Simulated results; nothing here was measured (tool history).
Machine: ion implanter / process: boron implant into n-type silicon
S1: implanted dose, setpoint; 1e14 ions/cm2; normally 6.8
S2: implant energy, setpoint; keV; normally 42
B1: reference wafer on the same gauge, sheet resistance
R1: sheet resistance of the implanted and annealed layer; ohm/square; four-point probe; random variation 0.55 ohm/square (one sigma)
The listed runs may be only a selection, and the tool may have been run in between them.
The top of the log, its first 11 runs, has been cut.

| run | day | S1 | S2 | B1 | R1 |
|---|---|---|---|---|---|
|  | 19.388 | Faraday cup replaced and dose calibrated |
| 12 | 20.129 | 6.8 | 42 | 179.05 | 164.91 |
| 13 | 21.183 | 6.8 | 42 | 179.04 | 164.39 |
|  | 24.196 | gauge calibrated |
| 14 | 24.871 | 6.8 | 32.5 | 179.06 | 165.88 |
| 15 | 25.975 | 6.8 | 32.5 | 179.15 | 166.05 |
| 16 | 27.454 | 6.8 | 32.5 | 178.76 | 166.11 |
|  | 28.35 | extraction supply calibrated |
| 17 | 28.696 | 7.96 | 32.5 | 179.33 | 145.43 |
| 18 | 30.788 | 7.75 | 29.5 | 178.96 | 149.97 |
| 19 | 33.7 | 8.5 | 42 | 178.85 | 136.17 |
| 20 | 36.204 | 8.77 | 55 | 179.05 | 131.58 |
| 21 | 37.383 | 6.8 | 42 | 178.83 | 163.28 |
| 22 | 38.658 | 6.8 | 42 | 178.92 | 163.29 |
| 23 | 42.762 | 8.2 | 56 | 178.87 | 138.33 |
| 24 | 44.088 | 6.8 | 42 | 178.84 | 163.42 |
| 25 | 46.196 | 8.71 | 36.5 | 179.09 | 133.66 |
| 26 | 47.346 | 6.8 | 42 | 178.78 | 162.82 |
| 27 | 49.046 | 6.8 | 30.5 | 179.18 | 166.21 |
| 28 | 50.617 | 8.78 | 30.5 | 178.95 | 134.6 |
| 29 | 52.871 | 6.8 | 31.5 | 178.98 | 164.71 |
| 30 | 53.962 | 7.87 | 48.5 | 178.92 | 143.17 |
| 31 | 55.617 | 5.6 | 34.5 | 178.97 | 191.78 |
| 32 | 58.133 | 5.6 | 34.5 | 179.03 | 192.18 |
| 33 | 59.158 | 7.56 | 36.5 | 178.88 | 149.64 |
| 34 | 62.025 | 6.8 | 42 | 179.24 | 161.64 |
| 35 | 64.362 | 6.8 | 42 | 179.06 | 161.11 |

3 options for the next run, each taken on its own from the tool as it stands now. Forecast them:
| A | 64.379 | 6.8 | 42 | ? | ? |
| B | 64.379 | 5.38 | 42 | ? | ? |
| C | 64.379 | 8.03 | 55.5 | ? | ? |

| run | B1 | R1 |
|---|---|---|
| A | 179.14 | 161.73 |
| B | 179.14 | 195.17 |
| C | 179.14 | 140.3 |
With no hidden state in the tool, these same runs would have given:
| run | R1 |
|---|---|
| A | 164.72 |
| B | 198.71 |
| C | 142.85 |
